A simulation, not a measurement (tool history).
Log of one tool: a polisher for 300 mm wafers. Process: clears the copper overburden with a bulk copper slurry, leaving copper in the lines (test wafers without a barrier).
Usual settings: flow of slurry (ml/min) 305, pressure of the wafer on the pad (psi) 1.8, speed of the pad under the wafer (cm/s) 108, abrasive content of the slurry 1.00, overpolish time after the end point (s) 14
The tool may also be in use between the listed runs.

run    hour  flow of slurry (ml/min)  pressure of the wafer on the pad (psi)  speed of the pad under the wafer (cm/s)  abrasive content of the slurry  overpolish time after the end point (s)  incoming thickness of the incoming film, nm  time until the end point was called (s)  dishing of a wide line in a test structure (nm)
  1     0.0                      305                                     2.1                                      108                            1.00                                       20                                        618.7                                     88.3                                             92.1
        1.8  -- slurry nozzle cleaned
       67.2  -- worn pad replaced by a new one
  2    79.7                      305                                     1.8                                      108                            1.00                                       14                                        628.4                                     98.7                                             64.3
      169.5  -- head pressure recalibrated
  3   186.1                      305                                     1.8                                      108                            1.00                                       14                                        630.4                                    106.8                                             58.9
      269.9  -- slurry blender recalibrated
  4   286.2                      305                                     1.8                                      108                            1.00                                       14                                        622.6                                    103.2                                             60.8
  5   372.5                      305                                     1.8                                      108                            1.00                                       14                                        634.7                                    112.2                                             58.0
      380.9  -- slurry nozzle cleaned
  6   414.8                      305                                     1.8                                      108                            1.00                                       14                                        637.7                                    112.5                                             58.3
      433.8  -- worn pad replaced by a new one
  7   522.5                      305                                     1.8                                      108                            1.00                                       14                                        634.8                                     99.9                                             63.5
  8   564.2                      305                                     1.8                                       80                            1.15                                       14                                        620.9                                    121.6                                             53.7
      606.2  -- head pressure recalibrated
      632.8  -- slurry blender recalibrated
  9   638.7                      305                                     1.8                                      108                            1.00                                       14                                        629.5                                    107.1                                             58.6
 10   738.6                      305                                     1.8                                      108                            1.00                                       14                                        625.1                                    110.8                                             58.7
      764.6  -- worn pad replaced by a new one
 11   821.8                      305                                     1.8                                      130                            1.00                                       14                                        632.3                                     86.9                                             69.1
      834.8  -- slurry nozzle cleaned
 12   867.4                      250                                     2.3                                      108                            0.80                                        7                                        625.8                                     82.0                                             42.4
 13   929.4                      305                                     1.8                                      108                            1.00                                       14                                        627.2                                    102.0                                             62.6
 14   998.5                      360                                     1.8                                      108                            1.00                                       10                                        622.1                                    102.8                                             48.3
     1012.3  -- slurry blender recalibrated
     1045.4  -- head pressure recalibrated
 15  1045.9                      305                                     1.8                                      108                            1.00                                       14                                        626.9                                    111.4                                             57.8
     1091.9  -- worn pad replaced by a new one
 16  1104.8                      305                                     1.8                                      108                            1.25                                       14                                        624.0                                     98.8                                             63.8
 17  1206.6                      305                                     1.8                                      108                            1.00                                       14                                        633.5                                     98.6                                             64.8
     1313.2  -- slurry nozzle cleaned
     1384.9  -- slurry blender recalibrated
     1430.6  -- head pressure recalibrated
     1474.0  -- worn pad replaced by a new one
 18  1512.3                      245                                     1.8                                       88                            1.15                                        7                                        637.5                                    127.1                                             28.8
 19  1615.0                      305                                     2.1                                      108                            1.00                                        7                                        631.2                                     88.7                                             40.0
 20  1682.4                      305                                     1.8                                      108                            0.85                                       14                                        626.7                                    109.2                                             60.8
     1760.0  -- slurry nozzle cleaned
 21  1768.4                      205                                     1.8                                      140                            1.00                                       14                                        630.6                                     89.9                                             67.7
     1789.2  -- slurry blender recalibrated
     1798.1  -- head pressure recalibrated
     1817.9  -- worn pad replaced by a new one
 22  1825.9                      250                                     2.3                                      108                            0.80                                        7                                        631.2                                     88.9                                             42.4

5 ways to go on from here, each from the tool as it stands after run 22. What would each give?
  A  1826.4                      305                                     1.8                                      108                            1.00                                       14                                        637.4                                        ?                                                ?
  B  1826.4                      365                                     2.2                                      108                            1.00                                       14                                        637.4                                        ?                                                ?
  C  1826.4                      305                                     1.3                                      108                            1.25                                       19                                        637.4                                        ?                                                ?
  D  1826.4                      355                                     1.8                                      108                            1.00                                       18                                        637.4                                        ?                                                ?
  E  1826.4                      220                                     1.8                                      108                            0.90                                       14                                        637.4                                        ?                                                ?

run  time until the end point was called (s)  dishing of a wide line in a test structure (nm)
  A                                    108.1                                             61.3
  B                                     87.2                                             74.1
  C                                    144.6                                             59.6
  D                                    106.8                                             75.0
  E                                    113.3                                             59.1
Without the tool's hidden state the same runs would have given:
run  time until the end point was called (s)  dishing of a wide line in a test structure (nm)
  A                                    109.9                                             60.4
  B                                     88.7                                             73.0
  C                                    147.0                                             58.7
  D                                    108.6                                             73.8
  E                                    115.2                                             58.2
